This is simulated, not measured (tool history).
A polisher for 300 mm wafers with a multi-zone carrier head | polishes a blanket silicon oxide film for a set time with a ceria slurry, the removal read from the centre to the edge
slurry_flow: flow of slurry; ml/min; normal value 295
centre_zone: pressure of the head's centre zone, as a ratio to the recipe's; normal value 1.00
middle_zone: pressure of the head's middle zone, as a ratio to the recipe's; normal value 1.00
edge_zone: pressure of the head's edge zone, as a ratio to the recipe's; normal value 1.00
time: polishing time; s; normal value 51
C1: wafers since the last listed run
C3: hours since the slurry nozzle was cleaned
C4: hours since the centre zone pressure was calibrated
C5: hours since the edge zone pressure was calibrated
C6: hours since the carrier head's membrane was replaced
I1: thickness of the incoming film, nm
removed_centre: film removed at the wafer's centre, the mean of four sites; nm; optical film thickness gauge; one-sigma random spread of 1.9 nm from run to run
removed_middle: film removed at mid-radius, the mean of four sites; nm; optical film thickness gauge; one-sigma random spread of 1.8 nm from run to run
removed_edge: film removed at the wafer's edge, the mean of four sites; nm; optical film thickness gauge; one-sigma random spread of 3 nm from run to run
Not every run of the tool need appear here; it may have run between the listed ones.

run 1 hour=0.0 | slurry_flow=295 centre_zone=1.00 middle_zone=1.00 edge_zone=1.00 time=51 | C1=0 wafers_polished_on_this_pad=5772 C3=77.1 C4=268.9 C5=222.2 C6=441.4 | I1=1358.5 | removed_centre=229.2 removed_middle=240.0 removed_edge=236.5
run 2 hour=51.5 | slurry_flow=295 centre_zone=1.00 middle_zone=1.00 edge_zone=1.00 time=51 | C1=787 wafers_polished_on_this_pad=6560 C3=128.6 C4=320.4 C5=273.7 C6=492.9 | I1=1354.8 | removed_centre=226.8 removed_middle=233.7 removed_edge=233.2
run 3 hour=119.5 | slurry_flow=295 centre_zone=1.06 middle_zone=1.00 edge_zone=1.12 time=51 | C1=1039 wafers_polished_on_this_pad=7599 C3=196.6 C4=388.4 C5=341.7 C6=560.9 | I1=1387.3 | removed_centre=233.6 removed_middle=228.2 removed_edge=245.8
run 4 hour=163.8 | slurry_flow=295 centre_zone=0.93 middle_zone=1.00 edge_zone=1.00 time=51 | C1=677 wafers_polished_on_this_pad=8277 C3=240.9 C4=432.7 C5=386.0 C6=605.2 | I1=1385.8 | removed_centre=203.8 removed_middle=226.9 removed_edge=225.6
run 5 hour=215.0 | slurry_flow=295 centre_zone=1.00 middle_zone=1.00 edge_zone=1.00 time=51 | C1=782 wafers_polished_on_this_pad=9059 C3=292.1 C4=483.9 C5=437.2 C6=656.4 | I1=1374.3 | removed_centre=216.3 removed_middle=222.2 removed_edge=222.4
-- hour=247.2 carrier head's membrane replaced by a new one
-- hour=259.3 worn pad replaced by a new one
run 6 hour=285.0 | slurry_flow=295 centre_zone=1.00 middle_zone=1.00 edge_zone=1.00 time=51 | C1=932 wafers_polished_on_this_pad=393 C3=362.1 C4=553.9 C5=507.2 C6=37.8 | I1=1374.3 | removed_centre=228.8 removed_middle=233.9 removed_edge=236.6
run 7 hour=325.4 | slurry_flow=245 centre_zone=1.00 middle_zone=1.00 edge_zone=1.00 time=37 | C1=617 wafers_polished_on_this_pad=1011 C3=402.5 C4=594.3 C5=547.6 C6=78.2 | I1=1373.9 | removed_centre=158.5 removed_middle=163.6 removed_edge=164.9
run 8 hour=428.5 | slurry_flow=295 centre_zone=0.96 middle_zone=1.07 edge_zone=1.11 time=69 | C1=1576 wafers_polished_on_this_pad=2587 C3=505.6 C4=697.4 C5=650.7 C6=181.3 | I1=1361.5 | removed_centre=288.6 removed_middle=328.2 removed_edge=329.5
run 9 hour=501.5 | slurry_flow=205 centre_zone=1.00 middle_zone=1.00 edge_zone=1.00 time=51 | C1=1116 wafers_polished_on_this_pad=3703 C3=578.6 C4=770.4 C5=723.7 C6=254.3 | I1=1366.2 | removed_centre=197.3 removed_middle=204.4 removed_edge=216.5
run 10 hour=726.6 | slurry_flow=295 centre_zone=1.00 middle_zone=1.00 edge_zone=1.00 time=51 | C1=3441 wafers_polished_on_this_pad=7144 C3=803.7 C4=995.5 C5=948.8 C6=479.4 | I1=1369.7 | removed_centre=209.7 removed_middle=215.9 removed_edge=218.6
-- hour=802.5 slurry nozzle cleaned
run 11 hour=809.1 | slurry_flow=395 centre_zone=1.00 middle_zone=1.00 edge_zone=0.94 time=51 | C1=1246 wafers_polished_on_this_pad=8390 C3=6.6 C4=1078.0 C5=1031.3 C6=561.9 | I1=1351.8 | removed_centre=237.6 removed_middle=240.0 removed_edge=227.3

Estimate the outcome of run 12 from the log above:
-- hour=820.8 carrier head's membrane replaced by a new one
run 12 hour=855.6 | slurry_flow=295 centre_zone=1.00 middle_zone=0.91 edge_zone=1.09 time=39 | C1=634 wafers_polished_on_this_pad=9025 C3=53.1 C4=1124.5 C5=1077.8 C6=34.8 | I1=1368.3 | removed_centre=? removed_middle=? removed_edge=?

Run 12 produced removed_centre 172.1 nm, removed_middle 162.4 nm, removed_edge 177.9 nm.
On a tool with no hidden condition, and with the same random variation, this run would have come out at removed_centre 190.4 nm, removed_middle 179.4 nm, removed_edge 195.9 nm.
